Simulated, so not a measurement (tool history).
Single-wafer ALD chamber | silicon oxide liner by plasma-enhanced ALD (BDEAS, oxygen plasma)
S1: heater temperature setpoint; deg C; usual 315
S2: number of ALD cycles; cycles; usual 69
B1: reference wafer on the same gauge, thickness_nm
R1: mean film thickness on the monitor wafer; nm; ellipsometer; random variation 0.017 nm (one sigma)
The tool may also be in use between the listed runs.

run 1 hour=0 | S1=315 S2=60 | B1=6.337 | R1=5.723
run 2 hour=38.9 | S1=319 S2=79 | B1=6.333 | R1=7.474
run 3 hour=72.5 | S1=315 S2=69 | B1=6.331 | R1=6.567
run 4 hour=121.7 | S1=315 S2=69 | B1=6.328 | R1=6.53
-- hour=126.2 gauge calibrated
run 5 hour=153.5 | S1=315 S2=69 | B1=6.42 | R1=6.677
run 6 hour=210.8 | S1=315 S2=69 | B1=6.395 | R1=6.603
run 7 hour=239.5 | S1=315 S2=69 | B1=6.382 | R1=6.618
run 8 hour=290 | S1=323 S2=69 | B1=6.373 | R1=6.526
run 9 hour=358.3 | S1=302 S2=63 | B1=6.366 | R1=6.145
-- hour=374.1 thermocouple changed; heater temperature recalibrated
run 10 hour=417.3 | S1=321 S2=79 | B1=6.357 | R1=7.495
run 11 hour=446 | S1=315 S2=74 | B1=6.353 | R1=7.081
-- hour=490.8 gauge calibrated
run 12 hour=600.8 | S1=322 S2=74 | B1=6.376 | R1=6.998
run 13 hour=628.8 | S1=315 S2=69 | B1=6.37 | R1=6.605
run 14 hour=658.1 | S1=315 S2=64 | B1=6.357 | R1=6.116

3 ways to go on from here, each from the tool as it stands after run 14. What would each give?
run A hour=658.6 | S1=320 S2=69 | B1=? | R1=?
run B hour=658.6 | S1=315 S2=78 | B1=? | R1=?
run C hour=658.6 | S1=315 S2=59 | B1=? | R1=?

run=A B1=6.359 R1=6.519
run=B B1=6.359 R1=7.419
run=C B1=6.359 R1=5.612
Without the tool's hidden state the same runs would have given:
run=A R1=6.591
run=B R1=7.501
run=C R1=5.674
